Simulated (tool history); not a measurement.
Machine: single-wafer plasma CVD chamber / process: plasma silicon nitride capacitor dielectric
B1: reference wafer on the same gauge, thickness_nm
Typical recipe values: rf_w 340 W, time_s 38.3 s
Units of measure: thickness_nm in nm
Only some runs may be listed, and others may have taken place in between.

Run 1, hour 0: usual settings; B1 46.486. Result: thickness_nm 48.072 nm.
Run 2, hour 101.6: usual settings; B1 46.524. Result: thickness_nm 47.777 nm.
At hour 167.1: RF generator calibrated.
Run 3, hour 198.2: usual settings; B1 46.464. Result: thickness_nm 48.141 nm.
Run 4, hour 262.1: usual settings; B1 46.474. Result: thickness_nm 48.332 nm.
Run 5, hour 347.2: usual settings; B1 46.519. Result: thickness_nm 47.979 nm.
Run 6, hour 446.6: usual settings; B1 46.501. Result: thickness_nm 47.687 nm.
Run 7, hour 686.9: usual settings; B1 46.472. Result: thickness_nm 47.705 nm.
Run 8, hour 775.3: usual settings but rf_w 355 W; B1 46.47. Result: thickness_nm 48.579 nm.
Run 9, hour 868.6: usual settings but rf_w 355 W; B1 46.52. Result: thickness_nm 47.962 nm.
Run 10, hour 948.7: usual settings but rf_w 315 W, time_s 35.5 s; B1 46.544. Result: thickness_nm 42.76 nm.
Run 11, hour 1101.9: usual settings but rf_w 315 W, time_s 35.5 s; B1 46.457. Result: thickness_nm 42.397 nm.
Run 12, hour 1208.3: usual settings but time_s 40.8 s; B1 46.523. Result: thickness_nm 50.435 nm.
At hour 1240.3: RF generator calibrated.
Run 13, hour 1248.1: usual settings but time_s 40.8 s; B1 46.508. Result: thickness_nm 49.887 nm.
Run 14, hour 1326.5: usual settings; B1 46.494. Result: thickness_nm 46.614 nm.
Run 15, hour 1372.7: usual settings; B1 46.448. Result: thickness_nm 46.337 nm.
Run 16, hour 1415: usual settings; B1 46.539. Result: thickness_nm 46.72 nm.
At hour 1475.8: gauge calibrated.
Run 17, hour 1522.4: usual settings but time_s 36.1 s; B1 46.43. Result: thickness_nm 43.793 nm.

Run 18 comes next. What will it give?
Run 18, hour 1627.4: usual settings but rf_w 380 W; B1 ?. Result: thickness_nm ?.

Run 18 measured B1 46.523, thickness_nm 48.273 nm.
On a tool with no hidden condition, and with the same random variation, this run would have come out at thickness_nm 50.382 nm.

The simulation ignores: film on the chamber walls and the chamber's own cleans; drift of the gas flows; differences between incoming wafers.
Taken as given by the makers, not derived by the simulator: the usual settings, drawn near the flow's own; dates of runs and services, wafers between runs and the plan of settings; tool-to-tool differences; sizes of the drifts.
